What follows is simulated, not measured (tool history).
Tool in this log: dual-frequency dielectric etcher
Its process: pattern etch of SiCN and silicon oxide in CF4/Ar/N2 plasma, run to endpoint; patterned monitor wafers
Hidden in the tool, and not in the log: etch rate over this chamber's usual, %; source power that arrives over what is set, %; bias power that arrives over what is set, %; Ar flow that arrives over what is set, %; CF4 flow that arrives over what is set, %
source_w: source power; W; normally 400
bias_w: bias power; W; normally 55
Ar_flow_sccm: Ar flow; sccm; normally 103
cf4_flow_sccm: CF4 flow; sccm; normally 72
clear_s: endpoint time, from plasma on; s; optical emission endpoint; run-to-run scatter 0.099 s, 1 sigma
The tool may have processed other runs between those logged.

run,day,source_w,bias_w,Ar_flow_sccm,cf4_flow_sccm,wafers since the last listed run,hours since the last wet clean,hours since the last source power generator calibration,hours since the last bias power generator calibration,hours since the last Ar flow controller change,hours since the last CF4 flow controller change,hours since the last upper electrode change,"incoming incoming film thickness, nm",clear_s
1,0,400,55,103,72,0,125.5,2336.3,3004.2,5405,13.5,4408.2,12.2,16.4
2,0.8,400,55,103,72,255,144.7,2355.5,3023.4,5424.2,32.7,4427.4,12.27,16.5
3,1.95,430,67,103,89,367,172.3,2383.1,3051,5451.8,60.3,4455,12.25,13.6
4,2.892,360,55,103,88,301,194.9,2405.7,3073.6,5474.4,82.9,4477.6,12.22,18.1
5,3.729,400,55,103,72,267,215,2425.8,3093.7,5494.5,103,4497.7,12.33,16.9
# day 4.4: source power generator calibrated
# day 5.062: upper electrode replaced
6,5.083,370,65,103,64,168,247.5,16.4,3126.2,5527,135.5,0.5,12.24,17.3
7,6.129,400,61,103,72,334,272.6,41.5,3151.3,5552.1,160.6,25.6,12.35,15.9
8,6.9,400,55,114,72,246,291.1,60,3169.8,5570.6,179.1,44.1,12.36,17.3
# day 7.675: Ar flow controller replaced
9,8.267,400,43,103,62,357,323.9,92.8,3202.6,14.2,211.9,76.9,12.26,19.6
10,9.438,400,49,103,72,374,352,120.9,3230.7,42.3,240,105,12.27,17.8
11,10.596,400,55,103,72,370,379.8,148.7,3258.5,70.1,267.8,132.8,12.34,17
12,11.121,400,45,103,72,167,392.4,161.3,3271.1,82.7,280.4,145.4,12.22,18.9
13,12.204,320,55,103,59,346,418.4,187.3,3297.1,108.7,306.4,171.4,12.18,22.9
# day 13.496: wet clean of the chamber
14,13.517,400,49,103,55,99,0.5,218.8,3328.6,140.2,337.9,202.9,12.34,17.9
# day 14.167: bias power generator calibrated
15,14.475,400,62,103,72,253,23.5,241.8,7.4,163.2,360.9,225.9,12.26,15.4
16,15.183,340,44,95,87,226,40.5,258.8,24.4,180.2,377.9,242.9,12.32,20.7
17,16.4,400,46,127,78,389,69.7,288,53.6,209.4,407.1,272.1,12.42,18.8

The next listed run, before its measurement:
18,17.167,360,59,85,86,245,88.1,306.4,72,227.8,425.5,290.5,12.22,?

{"run 18": {"clear_s": 16.6}}
Had the tool carried no hidden state, the very same run would have given clear_s 16.3 s.

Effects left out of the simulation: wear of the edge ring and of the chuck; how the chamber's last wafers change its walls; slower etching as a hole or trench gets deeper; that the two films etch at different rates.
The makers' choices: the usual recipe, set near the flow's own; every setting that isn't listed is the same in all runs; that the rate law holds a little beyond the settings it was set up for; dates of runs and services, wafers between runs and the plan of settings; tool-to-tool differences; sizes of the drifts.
